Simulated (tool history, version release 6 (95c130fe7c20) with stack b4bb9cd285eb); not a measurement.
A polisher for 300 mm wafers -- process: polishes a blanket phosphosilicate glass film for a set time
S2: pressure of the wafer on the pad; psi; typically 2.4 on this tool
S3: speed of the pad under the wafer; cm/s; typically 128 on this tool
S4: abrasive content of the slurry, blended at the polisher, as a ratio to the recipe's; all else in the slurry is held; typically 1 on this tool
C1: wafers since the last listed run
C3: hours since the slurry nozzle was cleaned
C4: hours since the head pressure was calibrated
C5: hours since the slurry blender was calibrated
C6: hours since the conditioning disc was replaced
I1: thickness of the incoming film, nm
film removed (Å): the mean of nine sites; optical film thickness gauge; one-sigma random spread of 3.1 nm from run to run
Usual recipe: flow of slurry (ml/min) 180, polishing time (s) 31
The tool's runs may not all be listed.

run 1 hour=0 | flow_of_slurry_(ml/min)=150 S2=1.8 S3=128 S4=1 polishing_time_(s)=31 | C1=0 wafers_polished_on_this_pad=2208 C3=396.8 C4=635.3 C5=29.5 C6=367 | I1=4144.8 | film_removed_(Å)=2272
-- hour=12 slurry nozzle cleaned
run 2 hour=20.9 | flow_of_slurry_(ml/min)=180 S2=2.4 S3=128 S4=1 polishing_time_(s)=24 | C1=225 wafers_polished_on_this_pad=2434 C3=8.9 C4=656.2 C5=50.4 C6=387.9 | I1=4201.7 | film_removed_(Å)=2124
run 3 hour=38.3 | flow_of_slurry_(ml/min)=180 S2=2.4 S3=128 S4=1 polishing_time_(s)=24 | C1=197 wafers_polished_on_this_pad=2631 C3=26.3 C4=673.6 C5=67.8 C6=405.3 | I1=4202.3 | film_removed_(Å)=2131
-- hour=44.3 worn pad replaced by a new one
run 4 hour=63.2 | flow_of_slurry_(ml/min)=180 S2=2.4 S3=128 S4=1 polishing_time_(s)=24 | C1=237 wafers_polished_on_this_pad=214 C3=51.2 C4=698.5 C5=92.7 C6=430.2 | I1=4139.2 | film_removed_(Å)=2111
-- hour=83.8 conditioning disc replaced and pad reconditioned
run 5 hour=148.5 | flow_of_slurry_(ml/min)=180 S2=2.4 S3=128 S4=1 polishing_time_(s)=31 | C1=944 wafers_polished_on_this_pad=1159 C3=136.5 C4=783.8 C5=178 C6=64.7 | I1=4100.7 | film_removed_(Å)=2693
run 6 hour=165.9 | flow_of_slurry_(ml/min)=180 S2=2.4 S3=128 S4=1 polishing_time_(s)=31 | C1=197 wafers_polished_on_this_pad=1357 C3=153.9 C4=801.2 C5=195.4 C6=82.1 | I1=4116.2 | film_removed_(Å)=2669
run 7 hour=200.7 | flow_of_slurry_(ml/min)=180 S2=2.4 S3=128 S4=1 polishing_time_(s)=31 | C1=394 wafers_polished_on_this_pad=1752 C3=188.7 C4=836 C5=230.2 C6=116.9 | I1=4121.2 | film_removed_(Å)=2666
run 8 hour=231.7 | flow_of_slurry_(ml/min)=180 S2=2.4 S3=128 S4=1 polishing_time_(s)=31 | C1=351 wafers_polished_on_this_pad=2103 C3=219.7 C4=867 C5=261.2 C6=147.9 | I1=4249.3 | film_removed_(Å)=2714
-- hour=236.4 worn pad replaced by a new one
-- hour=242.1 head pressure recalibrated
run 9 hour=250.2 | flow_of_slurry_(ml/min)=180 S2=2.4 S3=128 S4=1 polishing_time_(s)=31 | C1=141 wafers_polished_on_this_pad=133 C3=238.2 C4=8.1 C5=279.7 C6=166.4 | I1=4153.9 | film_removed_(Å)=2546
run 10 hour=285.2 | flow_of_slurry_(ml/min)=180 S2=2.4 S3=128 S4=1 polishing_time_(s)=31 | C1=397 wafers_polished_on_this_pad=530 C3=273.2 C4=43.1 C5=314.7 C6=201.4 | I1=4105.4 | film_removed_(Å)=2535
run 11 hour=320.8 | flow_of_slurry_(ml/min)=180 S2=2.7 S3=128 S4=1 polishing_time_(s)=31 | C1=403 wafers_polished_on_this_pad=934 C3=308.8 C4=78.7 C5=350.3 C6=237 | I1=4144.7 | film_removed_(Å)=2800
-- hour=333.3 slurry nozzle cleaned
run 12 hour=350.4 | flow_of_slurry_(ml/min)=180 S2=2.4 S3=128 S4=1 polishing_time_(s)=31 | C1=324 wafers_polished_on_this_pad=1259 C3=17.1 C4=108.3 C5=379.9 C6=266.6 | I1=4150.6 | film_removed_(Å)=2588
run 13 hour=374.9 | flow_of_slurry_(ml/min)=150 S2=3 S3=116 S4=0.8 polishing_time_(s)=31 | C1=277 wafers_polished_on_this_pad=1536 C3=41.6 C4=132.8 C5=404.4 C6=291.1 | I1=4190.8 | film_removed_(Å)=2546
-- hour=407.1 slurry blender recalibrated
run 14 hour=468.2 | flow_of_slurry_(ml/min)=200 S2=2.4 S3=128 S4=1 polishing_time_(s)=37 | C1=1035 wafers_polished_on_this_pad=2572 C3=134.9 C4=226.1 C5=61.1 C6=384.4 | I1=4131.4 | film_removed_(Å)=3159
-- hour=485.5 worn pad replaced by a new one
run 15 hour=498.4 | flow_of_slurry_(ml/min)=180 S2=2.4 S3=128 S4=1 polishing_time_(s)=27 | C1=297 wafers_polished_on_this_pad=146 C3=165.1 C4=256.3 C5=91.3 C6=414.6 | I1=4106.7 | film_removed_(Å)=2230
run 16 hour=515.5 | flow_of_slurry_(ml/min)=180 S2=2.4 S3=128 S4=1 polishing_time_(s)=31 | C1=193 wafers_polished_on_this_pad=340 C3=182.2 C4=273.4 C5=108.4 C6=431.7 | I1=4095.3 | film_removed_(Å)=2658
run 17 hour=550.7 | flow_of_slurry_(ml/min)=180 S2=2 S3=94 S4=1.3 polishing_time_(s)=21 | C1=399 wafers_polished_on_this_pad=739 C3=217.4 C4=308.6 C5=143.6 C6=466.9 | I1=4163.1 | film_removed_(Å)=1358
-- hour=562.1 conditioning disc replaced and pad reconditioned
run 18 hour=579 | flow_of_slurry_(ml/min)=180 S2=2.4 S3=128 S4=1 polishing_time_(s)=31 | C1=298 wafers_polished_on_this_pad=1038 C3=245.7 C4=336.9 C5=171.9 C6=16.9 | I1=4160.1 | film_removed_(Å)=2732
run 19 hour=683.9 | flow_of_slurry_(ml/min)=180 S2=2.4 S3=128 S4=1 polishing_time_(s)=31 | C1=1190 wafers_polished_on_this_pad=2228 C3=350.6 C4=441.8 C5=276.8 C6=121.8 | I1=4132.7 | film_removed_(Å)=2647
-- hour=692.9 worn pad replaced by a new one
run 20 hour=716.4 | flow_of_slurry_(ml/min)=180 S2=2.4 S3=108 S4=1.3 polishing_time_(s)=31 | C1=323 wafers_polished_on_this_pad=266 C3=383.1 C4=474.3 C5=309.3 C6=154.3 | I1=4144.4 | film_removed_(Å)=2557
run 21 hour=734.2 | flow_of_slurry_(ml/min)=180 S2=2.4 S3=164 S4=1 polishing_time_(s)=38 | C1=201 wafers_polished_on_this_pad=468 C3=400.9 C4=492.1 C5=327.1 C6=172.1 | I1=4162.4 | film_removed_(Å)=4037
-- hour=742.3 slurry nozzle cleaned
run 22 hour=751 | flow_of_slurry_(ml/min)=240 S2=2.2 S3=128 S4=1 polishing_time_(s)=31 | C1=179 wafers_polished_on_this_pad=648 C3=8.7 C4=508.9 C5=343.9 C6=188.9 | I1=4197.6 | film_removed_(Å)=2589
-- hour=827.5 slurry blender recalibrated
run 23 hour=835.5 | flow_of_slurry_(ml/min)=180 S2=2.4 S3=128 S4=1 polishing_time_(s)=39 | C1=935 wafers_polished_on_this_pad=1584 C3=93.2 C4=593.4 C5=8 C6=273.4 | I1=4139.8 | film_removed_(Å)=3394
-- hour=879.2 worn pad replaced by a new one
run 24 hour=919.4 | flow_of_slurry_(ml/min)=180 S2=2.4 S3=128 S4=1 polishing_time_(s)=31 | C1=906 wafers_polished_on_this_pad=455 C3=177.1 C4=677.3 C5=91.9 C6=357.3 | I1=4190.8 | film_removed_(Å)=2707
run 25 hour=947.8 | flow_of_slurry_(ml/min)=180 S2=3 S3=156 S4=0.9 polishing_time_(s)=25 | C1=322 wafers_polished_on_this_pad=778 C3=205.5 C4=705.7 C5=120.3 C6=385.7 | I1=4205.9 | film_removed_(Å)=2763
-- hour=960.3 conditioning disc replaced and pad reconditioned
run 26 hour=961.7 | flow_of_slurry_(ml/min)=180 S2=2.4 S3=128 S4=1 polishing_time_(s)=31 | C1=134 wafers_polished_on_this_pad=913 C3=219.4 C4=719.6 C5=134.2 C6=1.4 | I1=4192 | film_removed_(Å)=2727

Forecast each of these 3 alternatives for the next run:
run A hour=962.1 | flow_of_slurry_(ml/min)=180 S2=2.4 S3=128 S4=0.85 polishing_time_(s)=31 | C1=4 wafers_polished_on_this_pad=917 C3=219.8 C4=720 C5=134.6 C6=1.8 | I1=4222.1 | film_removed_(Å)=?
run B hour=962.1 | flow_of_slurry_(ml/min)=150 S2=2.4 S3=128 S4=1.1 polishing_time_(s)=31 | C1=4 wafers_polished_on_this_pad=917 C3=219.8 C4=720 C5=134.6 C6=1.8 | I1=4222.1 | film_removed_(Å)=?
run C hour=962.1 | flow_of_slurry_(ml/min)=205 S2=3.1 S3=144 S4=1.25 polishing_time_(s)=31 | C1=4 wafers_polished_on_this_pad=917 C3=219.8 C4=720 C5=134.6 C6=1.8 | I1=4222.1 | film_removed_(Å)=?

run=A film_removed_(Å)=2524
run=B film_removed_(Å)=2709
run=C film_removed_(Å)=3834
With the hidden condition removed and each run's random variation left untouched, the same runs would have given:
run=A film_removed_(Å)=2352
run=B film_removed_(Å)=2524
run=C film_removed_(Å)=3572
